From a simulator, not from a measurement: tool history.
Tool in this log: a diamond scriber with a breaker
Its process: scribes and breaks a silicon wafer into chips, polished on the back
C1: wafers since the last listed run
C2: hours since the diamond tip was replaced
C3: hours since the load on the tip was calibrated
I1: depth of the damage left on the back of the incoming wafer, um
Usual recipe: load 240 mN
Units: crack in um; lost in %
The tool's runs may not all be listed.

{"run": 1, "hour": 0.0, "load": 257, "C1": 0, "C2": 56.7, "C3": 1008.8, "I1": 0.04, "crack": 10.47, "lost": 1.71}
{"run": 2, "hour": 18.5, "load": 257, "C1": 44, "C2": 75.2, "C3": 1027.3, "I1": 0.03, "crack": 10.48, "lost": 1.67}
{"run": 3, "hour": 39.0, "load": 190, "C1": 49, "C2": 95.7, "C3": 1047.8, "I1": 0.03, "crack": 9.32, "lost": 2.25}
{"run": 4, "hour": 68.3, "load": 222, "C1": 71, "C2": 125.0, "C3": 1077.1, "I1": 0.05, "crack": 9.83, "lost": 1.69}
{"run": 5, "hour": 126.7, "load": 289, "C1": 141, "C2": 183.4, "C3": 1135.5, "I1": 0.04, "crack": 10.94, "lost": 2.53}
{"run": 6, "hour": 153.5, "load": 289, "C1": 64, "C2": 210.2, "C3": 1162.3, "I1": 0.02, "crack": 10.84, "lost": 2.6}
{"run": 7, "hour": 178.5, "load": 207, "C1": 60, "C2": 235.2, "C3": 1187.3, "I1": 0.02, "crack": 9.54, "lost": 1.78}
{"run": 8, "hour": 211.9, "load": 207, "C1": 80, "C2": 268.6, "C3": 1220.7, "I1": 0.02, "crack": 9.6, "lost": 1.71}
{"run": 9, "hour": 241.3, "load": 207, "C1": 71, "C2": 298.0, "C3": 1250.1, "I1": 0.02, "crack": 9.44, "lost": 1.93}
{"run": 10, "hour": 331.9, "load": 273, "C1": 219, "C2": 388.6, "C3": 1340.7, "I1": 0.04, "crack": 10.68, "lost": 2.15}
{"run": 11, "hour": 351.6, "load": 273, "C1": 47, "C2": 408.3, "C3": 1360.4, "I1": 0.04, "crack": 10.8, "lost": 1.93}
{"hour": 362.8, "done": "load on the tip recalibrated"}
{"run": 12, "hour": 364.6, "load": 273, "C1": 26, "C2": 421.3, "C3": 1.8, "I1": 0.01, "crack": 10.3, "lost": 1.55}
{"hour": 367.3, "done": "diamond tip replaced by a new one"}
{"run": 13, "hour": 378.7, "load": 186, "C1": 29, "C2": 11.4, "C3": 15.9, "I1": 0.03, "crack": 9.11, "lost": 2.42}
{"run": 14, "hour": 402.7, "load": 208, "C1": 58, "C2": 35.4, "C3": 39.9, "I1": 0.03, "crack": 9.5, "lost": 2.3}
{"run": 15, "hour": 434.3, "load": 240, "C1": 76, "C2": 67.0, "C3": 71.5, "I1": 0.05, "crack": 9.99, "lost": 1.7}
{"run": 16, "hour": 447.5, "load": 220, "C1": 32, "C2": 80.2, "C3": 84.7, "I1": 0.03, "crack": 9.56, "lost": 1.92}
{"run": 17, "hour": 462.5, "load": 194, "C1": 36, "C2": 95.2, "C3": 99.7, "I1": 0.04, "crack": 9.08, "lost": 3.11}
{"run": 18, "hour": 507.4, "load": 170, "C1": 108, "C2": 140.1, "C3": 144.6, "I1": 0.04, "crack": 8.75, "lost": 4.38}
{"run": 19, "hour": 536.7, "load": 176, "C1": 71, "C2": 169.4, "C3": 173.9, "I1": 0.03, "crack": 8.74, "lost": 4.6}
{"run": 20, "hour": 633.2, "load": 293, "C1": 234, "C2": 265.9, "C3": 270.4, "I1": 0.04, "crack": 10.59, "lost": 2.03}
{"run": 21, "hour": 664.3, "load": 240, "C1": 75, "C2": 297.0, "C3": 301.5, "I1": 0.02, "crack": 9.82, "lost": 1.52}
{"run": 22, "hour": 686.1, "load": 240, "C1": 52, "C2": 318.8, "C3": 323.3, "I1": 0.03, "crack": 9.72, "lost": 1.74}
{"run": 23, "hour": 716.5, "load": 185, "C1": 73, "C2": 349.2, "C3": 353.7, "I1": 0.02, "crack": 8.78, "lost": 3.68}
{"run": 24, "hour": 733.1, "load": 171, "C1": 40, "C2": 365.8, "C3": 370.3, "I1": 0.05, "crack": 8.74, "lost": 4.66}
{"run": 25, "hour": 756.5, "load": 188, "C1": 56, "C2": 389.2, "C3": 393.7, "I1": 0.03, "crack": 8.86, "lost": 3.55}

4 ways to go on from here, each from the tool as it stands after run 25. What would each give?
{"run": "A", "hour": 757.2, "load": 240, "C1": 1, "C2": 389.9, "C3": 394.4, "I1": 0.05, "crack": "?", "lost": "?"}
{"run": "B", "hour": 757.2, "load": 206, "C1": 1, "C2": 389.9, "C3": 394.4, "I1": 0.05, "crack": "?", "lost": "?"}
{"run": "C", "hour": 757.2, "load": 286, "C1": 1, "C2": 389.9, "C3": 394.4, "I1": 0.05, "crack": "?", "lost": "?"}
{"run": "D", "hour": 757.2, "load": 217, "C1": 1, "C2": 389.9, "C3": 394.4, "I1": 0.05, "crack": "?", "lost": "?"}

run=A crack=9.66 lost=1.82
run=B crack=9.11 lost=2.80
run=C crack=10.38 lost=1.90
run=D crack=9.29 lost=2.37
Had the tool no hidden state, the same runs would have come out as:
run=A crack=9.97 lost=1.68
run=B crack=9.40 lost=2.15
run=C crack=10.72 lost=2.39
run=D crack=9.59 lost=1.89

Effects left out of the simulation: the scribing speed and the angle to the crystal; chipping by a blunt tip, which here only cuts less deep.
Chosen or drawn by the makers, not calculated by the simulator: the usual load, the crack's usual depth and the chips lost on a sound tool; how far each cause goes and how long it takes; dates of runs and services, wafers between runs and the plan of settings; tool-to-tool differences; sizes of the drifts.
